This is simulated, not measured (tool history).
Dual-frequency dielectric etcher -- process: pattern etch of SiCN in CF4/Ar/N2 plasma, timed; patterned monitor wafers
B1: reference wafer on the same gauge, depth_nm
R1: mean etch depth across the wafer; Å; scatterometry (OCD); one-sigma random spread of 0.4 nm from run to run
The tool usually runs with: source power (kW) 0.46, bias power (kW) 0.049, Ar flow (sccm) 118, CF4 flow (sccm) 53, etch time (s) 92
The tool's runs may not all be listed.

Run 1, hour 0: usual settings but bias power (kW) 0.042, Ar flow (sccm) 131; B1 73.9. Result: R1 651 Å.
Run 2, hour 9.6: usual settings; B1 74. Result: R1 698 Å.
At hour 17.4: bias power generator calibrated.
Run 3, hour 23.8: usual settings but bias power (kW) 0.059; B1 73.9. Result: R1 740 Å.
Run 4, hour 36.7: usual settings but source power (kW) 0.41, Ar flow (sccm) 146; B1 73.9. Result: R1 599 Å.
At hour 45.5: gauge calibrated.
At hour 47.3: Ar flow controller replaced.
Run 5, hour 51.9: usual settings; B1 74. Result: R1 694 Å.
Run 6, hour 66.3: usual settings but CF4 flow (sccm) 41; B1 73.9. Result: R1 664 Å.
Run 7, hour 76.6: usual settings but Ar flow (sccm) 126; B1 73.9. Result: R1 688 Å.
Run 8, hour 93.7: usual settings but bias power (kW) 0.045, etch time (s) 105.5; B1 73.9. Result: R1 775 Å.
Run 9, hour 103.1: usual settings; B1 73.8. Result: R1 691 Å.
At hour 110.2: source power generator calibrated.
Run 10, hour 115.9: usual settings but Ar flow (sccm) 137; B1 74. Result: R1 672 Å.
At hour 141.1: wet clean of the chamber.
Run 11, hour 141.6: usual settings but source power (kW) 0.42; B1 74. Result: R1 659 Å.
Run 12, hour 142.1: usual settings but bias power (kW) 0.039; B1 73.8. Result: R1 678 Å.
Run 13, hour 156: usual settings but source power (kW) 0.5, bias power (kW) 0.06; B1 74. Result: R1 855 Å.

Run 14, settings as shown, results not yet in. Your forecast:
Run 14, hour 165.7: usual settings; B1 ?. Result: R1 ?.

For run 14 the tool returned B1 74, R1 732 Å.
On a tool with no hidden condition, and with the same random variation, this run would have come out at R1 734 Å.

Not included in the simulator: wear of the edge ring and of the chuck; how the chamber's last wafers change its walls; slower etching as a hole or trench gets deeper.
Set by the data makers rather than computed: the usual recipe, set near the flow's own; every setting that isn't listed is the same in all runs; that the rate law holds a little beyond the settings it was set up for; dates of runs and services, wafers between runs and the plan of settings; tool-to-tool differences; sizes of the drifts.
